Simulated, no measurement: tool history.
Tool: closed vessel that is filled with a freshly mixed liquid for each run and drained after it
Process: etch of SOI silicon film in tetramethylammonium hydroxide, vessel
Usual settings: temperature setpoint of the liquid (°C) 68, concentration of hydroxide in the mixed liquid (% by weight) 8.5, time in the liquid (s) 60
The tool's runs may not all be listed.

run   hour  temperature setpoint of the liquid (°C)  concentration of hydroxide in the mixed liquid (% by weight)  time in the liquid (s)  read-back film thickness of the SOI silicon film reference wafer, read on the same gauge (nm)  thickness taken off the SOI silicon film on a monitor wafer (nm)
  1      0                                       68                                                           8.5                      60                                                                                          40.01                                                            451.27
  2   19.5                                       68                                                           8.5                      60                                                                                          40.02                                                            450.72
  3   32.6                                     70.5                                                           8.5                      50                                                                                          39.99                                                            436.32
  4   57.6                                     70.5                                                           8.5                      50                                                                                             40                                                            437.13
  5   73.8                                       68                                                           8.5                      60                                                                                          39.99                                                            446.98
  6  101.2                                       68                                                           8.5                      60                                                                                          39.99                                                               451
     179.5  -- hydroxide flow meter replaced
  7  183.3                                       68                                                           8.5                      60                                                                                          39.99                                                            443.75
  8  209.7                                       68                                                           8.5                      60                                                                                          39.99                                                            440.26
  9  227.5                                       68                                                           8.5                      60                                                                                          40.01                                                            442.82

Run 10 comes next. What will it give?
     264.6  -- thermometer replaced
     267.1  -- gauge calibrated
 10  271.3                                       68                                                             8                      60                                                                                              ?                                                                 ?

Run 10 gave read-back film thickness of the SOI silicon film reference wafer, read on the same gauge (nm) 39.99, thickness taken off the SOI silicon film on a monitor wafer (nm) 479.9.
Without the tool's hidden state the same run would have given thickness taken off the SOI silicon film on a monitor wafer (nm) 481.9.
